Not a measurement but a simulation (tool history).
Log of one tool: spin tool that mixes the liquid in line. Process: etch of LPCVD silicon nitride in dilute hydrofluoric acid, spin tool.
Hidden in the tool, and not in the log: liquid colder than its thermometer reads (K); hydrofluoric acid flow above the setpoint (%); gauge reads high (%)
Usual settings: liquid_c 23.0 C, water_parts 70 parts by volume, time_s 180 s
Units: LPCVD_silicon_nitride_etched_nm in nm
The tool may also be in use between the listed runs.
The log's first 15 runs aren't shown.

run	hour	liquid_c	water_parts	time_s	wafers since the last listed run	hours since the thermometer was replaced	hours since the hydrofluoric acid flow meter was replaced	hours since the gauge calibration	read-back film thickness of the LPCVD silicon nitride reference wafer, read on the same gauge (nm)	LPCVD_silicon_nitride_etched_nm
# hour 192.6: gauge calibrated
16	197.8	20.0	70	140	67	12.7	63.9	5.2	150.005	0.754
17	206.3	23.0	70	180	56	21.2	72.4	13.7	149.987	1.190
18	215.6	20.0	85	275	61	30.5	81.7	23.0	150.002	1.184
19	225.3	27.0	60	285	64	40.2	91.4	32.7	150.002	2.958
20	241.7	23.0	70	150	109	56.6	107.8	49.1	150.000	0.951
21	250.1	21.5	45	75	55	65.0	116.2	57.5	149.952	0.665
22	260.0	23.0	70	180	65	74.9	126.1	67.4	149.999	1.164
23	270.9	23.0	70	180	72	85.8	137.0	78.3	149.974	1.179
24	282.8	23.0	70	225	79	97.7	148.9	90.2	149.979	1.493
25	331.9	23.0	70	180	326	146.8	198.0	139.3	149.980	1.162
26	347.3	23.0	70	290	102	162.2	213.4	154.7	150.046	1.896
27	365.1	21.0	70	180	118	180.0	231.2	172.5	150.027	1.030
28	381.9	23.0	70	290	111	196.8	248.0	189.3	150.008	1.913
29	389.7	21.0	40	135	51	204.6	255.8	197.1	149.970	1.357
30	407.0	20.5	90	110	115	221.9	273.1	214.4	150.004	0.472
31	421.3	27.5	70	180	95	236.2	287.4	228.7	150.010	1.563
32	437.8	25.0	70	180	109	252.7	303.9	245.2	150.011	1.332
33	447.1	20.5	105	245	61	262.0	313.2	254.5	150.012	0.902
34	453.7	23.0	90	180	43	268.6	319.8	261.1	150.043	0.916

3 ways to go on from here, each from the tool as it stands after run 34. What would each give?
A	454.2	23.0	70	180	3	269.1	320.3	261.6	?	?
B	454.2	19.0	90	100	3	269.1	320.3	261.6	?	?
C	454.2	18.0	70	180	3	269.1	320.3	261.6	?	?

run	read-back film thickness of the LPCVD silicon nitride reference wafer, read on the same gauge (nm)	LPCVD_silicon_nitride_etched_nm
A	150.005	1.169
B	150.005	0.387
C	150.005	0.829
Without the tool's hidden state the same runs would have given:
run	LPCVD_silicon_nitride_etched_nm
A	1.169
B	0.387
C	0.829
